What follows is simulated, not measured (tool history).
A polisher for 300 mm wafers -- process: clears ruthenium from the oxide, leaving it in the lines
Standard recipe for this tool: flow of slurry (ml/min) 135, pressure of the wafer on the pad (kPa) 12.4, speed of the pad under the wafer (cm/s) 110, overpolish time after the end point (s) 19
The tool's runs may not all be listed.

run,hour,flow of slurry (ml/min),pressure of the wafer on the pad (kPa),speed of the pad under the wafer (cm/s),overpolish time after the end point (s),wafers since the last listed run,wafers polished on this pad,hours since the slurry nozzle was cleaned,hours since the head pressure was calibrated,"incoming thickness of the incoming film, nm",time until the end point was called (s)
1,0.0,135,12.4,110,19,0,182,683.2,1042.9,125.9,146.0
2,23.8,135,12.4,110,19,123,305,707.0,1066.7,123.4,145.4
3,36.6,135,12.4,110,19,66,371,719.8,1079.5,124.5,146.5
4,66.4,135,13.1,110,19,154,525,749.6,1109.3,124.6,146.9
5,95.2,125,12.4,110,19,149,675,778.4,1138.1,125.1,159.3
6,122.4,125,12.4,110,19,140,815,805.6,1165.3,125.4,158.9
# hour 127.5: worn pad replaced by a new one
7,148.5,125,12.4,110,19,114,108,831.7,1191.4,124.0,149.0
8,170.9,135,12.4,110,11,115,224,854.1,1213.8,123.6,152.3
9,195.1,135,12.4,110,28,125,350,878.3,1238.0,124.6,150.7
# hour 209.5: head pressure recalibrated
10,210.0,135,12.4,110,19,66,417,893.2,0.5,125.6,161.1
11,232.8,145,12.4,110,28,118,535,916.0,23.3,123.3,157.3
# hour 251.5: slurry nozzle cleaned
12,257.0,175,16.5,110,19,120,655,5.5,47.5,127.4,102.4
13,284.1,165,9.7,82,10,140,795,32.6,74.6,124.2,240.6
14,306.1,170,9.7,110,19,113,909,54.6,96.6,126.7,185.8
# hour 313.4: worn pad replaced by a new one
15,327.9,135,12.4,128,28,92,75,76.4,118.4,122.2,112.0
16,351.9,135,12.4,78,9,124,199,100.4,142.4,126.0,195.2
17,381.8,155,14.5,110,25,154,354,130.3,172.3,125.0,114.7
18,416.1,90,14.5,122,23,177,531,164.6,206.6,125.6,123.0
19,437.7,135,12.4,110,19,111,643,186.2,228.2,125.8,145.9

Run-by-run hidden state of the tool:
deviation of the head's pressure from its setpoint, %: 0 on each run
H1: removal rate lost through wear of the pad, %
H2: slurry flow missing at the pad, %
run,H1,H2
1,2.54,32
2,4.18,33.1
3,5.06,33.7
4,7.12,35.1
5,9.1,36.4
6,11,37.7
7,2.35,38.9
8,3.9,39.9
9,5.57,41
10,6.59,41.7
11,8.17,42.7
12,9.83,4.9
13,11.7,6.14
14,13.2,7.16
15,2.57,8.16
16,4.22,9.26
17,6.28,10.6
18,8.65,12.2
19,10.1,13.2
